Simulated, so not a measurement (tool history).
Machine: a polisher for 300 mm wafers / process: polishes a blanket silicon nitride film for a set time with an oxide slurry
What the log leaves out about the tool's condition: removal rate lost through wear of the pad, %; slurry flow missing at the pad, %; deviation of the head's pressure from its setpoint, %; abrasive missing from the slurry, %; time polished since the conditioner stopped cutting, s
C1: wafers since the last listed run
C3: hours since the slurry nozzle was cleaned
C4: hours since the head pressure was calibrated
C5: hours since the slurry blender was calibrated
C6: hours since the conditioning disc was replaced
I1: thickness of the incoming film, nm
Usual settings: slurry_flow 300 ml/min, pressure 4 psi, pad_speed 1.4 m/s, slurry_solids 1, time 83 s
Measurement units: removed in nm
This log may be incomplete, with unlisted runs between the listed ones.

Run 1, hour 0: usual settings but slurry_flow 250 ml/min; C1 0; wafers polished on this pad 5; C3 286.3; C4 732.7; C5 170.2; C6 72.4; I1 265. Result: removed 91.6 nm.
Run 2, hour 23.1: usual settings but slurry_flow 250 ml/min; C1 240; wafers polished on this pad 245; C3 309.4; C4 755.8; C5 193.3; C6 95.5; I1 262.4. Result: removed 94.3 nm.
Run 3, hour 55.2: usual settings but slurry_flow 250 ml/min; C1 333; wafers polished on this pad 579; C3 341.5; C4 787.9; C5 225.4; C6 127.6; I1 260.7. Result: removed 91.3 nm.
Run 4, hour 76.1: usual settings but slurry_solids 1.15; C1 217; wafers polished on this pad 797; C3 362.4; C4 808.8; C5 246.3; C6 148.5; I1 258.3. Result: removed 103 nm.
Run 5, hour 110: usual settings but slurry_solids 0.8; C1 352; wafers polished on this pad 1149; C3 396.3; C4 842.7; C5 280.2; C6 182.4; I1 260.4. Result: removed 76.9 nm.
At hour 131.1: worn pad replaced by a new one.
Run 6, hour 131.6: usual settings but slurry_solids 0.8; C1 183; wafers polished on this pad 4; C3 417.9; C4 864.3; C5 301.8; C6 204; I1 263.9. Result: removed 76.4 nm.
Run 7, hour 145.3: usual settings but slurry_solids 0.8; C1 142; wafers polished on this pad 147; C3 431.6; C4 878; C5 315.5; C6 217.7; I1 254. Result: removed 78.4 nm.
At hour 147.9: slurry blender recalibrated.
Run 8, hour 178.2: usual settings; C1 321; wafers polished on this pad 468; C3 464.5; C4 910.9; C5 30.3; C6 250.6; I1 262.1. Result: removed 94.5 nm.
Run 9, hour 212.7: usual settings but slurry_flow 360 ml/min; C1 358; wafers polished on this pad 827; C3 499; C4 945.4; C5 64.8; C6 285.1; I1 258.9. Result: removed 95.7 nm.
Run 10, hour 234.9: usual settings but slurry_flow 360 ml/min; C1 230; wafers polished on this pad 1058; C3 521.2; C4 967.6; C5 87; C6 307.3; I1 258.7. Result: removed 96.7 nm.
At hour 239.1: slurry nozzle cleaned.
Run 11, hour 261.6: usual settings; C1 267; wafers polished on this pad 1325; C3 22.5; C4 994.3; C5 113.7; C6 334; I1 259.8. Result: removed 95.7 nm.
At hour 287.4: worn pad replaced by a new one.
Run 12, hour 294.3: usual settings; C1 298; wafers polished on this pad 71; C3 55.2; C4 1027; C5 146.4; C6 366.7; I1 261.6. Result: removed 93.9 nm.
Run 13, hour 326.6: usual settings but slurry_flow 255 ml/min, pressure 5.3 psi, time 105 s; C1 335; wafers polished on this pad 407; C3 87.5; C4 1059.3; C5 178.7; C6 399; I1 260.5. Result: removed 143.6 nm.
Run 14, hour 347.8: usual settings but slurry_flow 390 ml/min, pressure 3.1 psi, time 63 s; C1 220; wafers polished on this pad 627; C3 108.7; C4 1080.5; C5 199.9; C6 420.2; I1 263.3. Result: removed 63.5 nm.
Run 15, hour 362.5: usual settings; C1 152; wafers polished on this pad 780; C3 123.4; C4 1095.2; C5 214.6; C6 434.9; I1 260.8. Result: removed 95.6 nm.
Run 16, hour 375.1: usual settings but pad_speed 1.82 m/s, slurry_solids 1.1; C1 131; wafers polished on this pad 911; C3 136; C4 1107.8; C5 227.2; C6 447.5; I1 258.8. Result: removed 125.1 nm.
Run 17, hour 423.5: usual settings but slurry_flow 270 ml/min; C1 503; wafers polished on this pad 1415; C3 184.4; C4 1156.2; C5 275.6; C6 495.9; I1 260. Result: removed 93.5 nm.
At hour 436.7: conditioning disc replaced and pad reconditioned.
At hour 438.7: head pressure recalibrated.
At hour 460: worn pad replaced by a new one.
Run 18, hour 460.5: usual settings but pressure 3.5 psi, pad_speed 1.74 m/s, slurry_solids 0.85; C1 301; wafers polished on this pad 4; C3 221.4; C4 21.8; C5 312.6; C6 23.8; I1 256.2. Result: removed 85.8 nm.
Run 19, hour 485: usual settings but time 109 s; C1 254; wafers polished on this pad 259; C3 245.9; C4 46.3; C5 337.1; C6 48.3; I1 261. Result: removed 118.8 nm.
At hour 496.9: slurry blender recalibrated.
Run 20, hour 513.4: usual settings but slurry_flow 355 ml/min, pad_speed 1.6 m/s, slurry_solids 1.25, time 107 s; C1 274; wafers polished on this pad 534; C3 274.3; C4 74.7; C5 16.5; C6 76.7; I1 258.8. Result: removed 151.6 nm.
Run 21, hour 539.9: usual settings but slurry_flow 265 ml/min; C1 275; wafers polished on this pad 809; C3 300.8; C4 101.2; C5 43; C6 103.2; I1 263.2. Result: removed 92.4 nm.
Run 22, hour 565.7: usual settings but pad_speed 1.68 m/s, slurry_solids 0.75; C1 268; wafers polished on this pad 1078; C3 326.6; C4 127; C5 68.8; C6 129; I1 255.9. Result: removed 78.5 nm.
Run 23, hour 578.3: usual settings; C1 131; wafers polished on this pad 1209; C3 339.2; C4 139.6; C5 81.4; C6 141.6; I1 260.5. Result: removed 92.3 nm.
Run 24, hour 611.9: usual settings but slurry_flow 215 ml/min, pressure 2.9 psi; C1 349; wafers polished on this pad 1558; C3 372.8; C4 173.2; C5 115; C6 175.2; I1 255.9. Result: removed 73.6 nm.
At hour 626.6: worn pad replaced by a new one.
Run 25, hour 639.9: usual settings; C1 249; wafers polished on this pad 138; C3 400.8; C4 201.2; C5 143; C6 203.2; I1 264.4. Result: removed 91.9 nm.

5 ways to go on from here, each from the tool as it stands after run 25. What would each give?
Run A, hour 640.4: usual settings but time 102 s; C1 5; wafers polished on this pad 144; C3 401.3; C4 201.7; C5 143.5; C6 203.7; I1 263.6. Result: removed ?.
Run B, hour 640.4: usual settings but pad_speed 1.12 m/s, slurry_solids 1.15, time 96 s; C1 5; wafers polished on this pad 144; C3 401.3; C4 201.7; C5 143.5; C6 203.7; I1 263.6. Result: removed ?.
Run C, hour 640.4: usual settings but slurry_flow 245 ml/min, pressure 5 psi, pad_speed 1.56 m/s, time 93 s; C1 5; wafers polished on this pad 144; C3 401.3; C4 201.7; C5 143.5; C6 203.7; I1 263.6. Result: removed ?.
Run D, hour 640.4: usual settings but pressure 3.2 psi, pad_speed 1.62 m/s; C1 5; wafers polished on this pad 144; C3 401.3; C4 201.7; C5 143.5; C6 203.7; I1 263.6. Result: removed ?.
Run E, hour 640.4: usual settings but pad_speed 1.82 m/s; C1 5; wafers polished on this pad 144; C3 401.3; C4 201.7; C5 143.5; C6 203.7; I1 263.6. Result: removed ?.

run  removed
  A    111.6
  B     97.5
  C    125.4
  D     88.7
  E    111.3
Without the tool's hidden state the same runs would have given:
run  removed
  A    107.9
  B     94.2
  C    121.2
  D     85.7
  E    107.6

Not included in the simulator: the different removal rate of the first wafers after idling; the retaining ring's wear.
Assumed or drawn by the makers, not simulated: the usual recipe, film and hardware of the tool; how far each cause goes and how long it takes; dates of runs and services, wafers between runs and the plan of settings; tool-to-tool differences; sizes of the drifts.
